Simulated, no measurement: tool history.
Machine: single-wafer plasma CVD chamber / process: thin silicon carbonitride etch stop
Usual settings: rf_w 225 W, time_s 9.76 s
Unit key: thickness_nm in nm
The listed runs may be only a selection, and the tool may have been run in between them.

| run | hour | rf_w | time_s | read-back reference wafer on the same gauge, thickness_nm | thickness_nm |
|---|---|---|---|---|---|
| 1 | 0.0 | 260 | 9.76 | 6.356 | 5.904 |
| 2 | 32.0 | 225 | 9.76 | 6.362 | 5.666 |
| 3 | 50.5 | 225 | 9.76 | 6.365 | 5.669 |
| 4 | 86.1 | 225 | 9.76 | 6.381 | 5.675 |
| 5 | 115.0 | 225 | 9.76 | 6.400 | 5.685 |
|  | 121.7 | gauge calibrated |
| 6 | 150.4 | 225 | 9.76 | 6.346 | 5.669 |
| 7 | 178.0 | 225 | 9.76 | 6.350 | 5.653 |
| 8 | 205.3 | 225 | 9.76 | 6.355 | 5.667 |
| 9 | 226.7 | 250 | 10.34 | 6.359 | 6.208 |
|  | 253.8 | RF generator calibrated |
| 10 | 254.3 | 265 | 11.39 | 6.363 | 6.930 |
| 11 | 274.6 | 210 | 10.31 | 6.365 | 5.866 |
|  | 283.4 | thermocouple changed; heater temperature recalibrated |
|  | 291.9 | showerhead replaced |
| 12 | 304.7 | 270 | 8.15 | 6.376 | 5.003 |
| 13 | 331.7 | 260 | 7.95 | 6.384 | 4.834 |
| 14 | 349.0 | 265 | 9.76 | 6.391 | 5.967 |
| 15 | 364.6 | 225 | 9.76 | 6.400 | 5.690 |
| 16 | 377.6 | 240 | 7.92 | 6.400 | 4.714 |

What if the next run were any one of these 4? Each begins from the tool's condition after run 16:
| A | 378.0 | 225 | 9.76 | ? | ? |
| B | 378.0 | 260 | 8.85 | ? | ? |
| C | 378.0 | 245 | 11.40 | ? | ? |
| D | 378.0 | 255 | 10.83 | ? | ? |

| run | read-back reference wafer on the same gauge, thickness_nm | thickness_nm |
|---|---|---|
| A | 6.403 | 5.708 |
| B | 6.403 | 5.406 |
| C | 6.403 | 6.840 |
| D | 6.403 | 6.577 |
Without the tool's unlogged condition, the same runs would have read:
| run | thickness_nm |
|---|---|
| A | 5.651 |
| B | 5.352 |
| C | 6.772 |
| D | 6.511 |
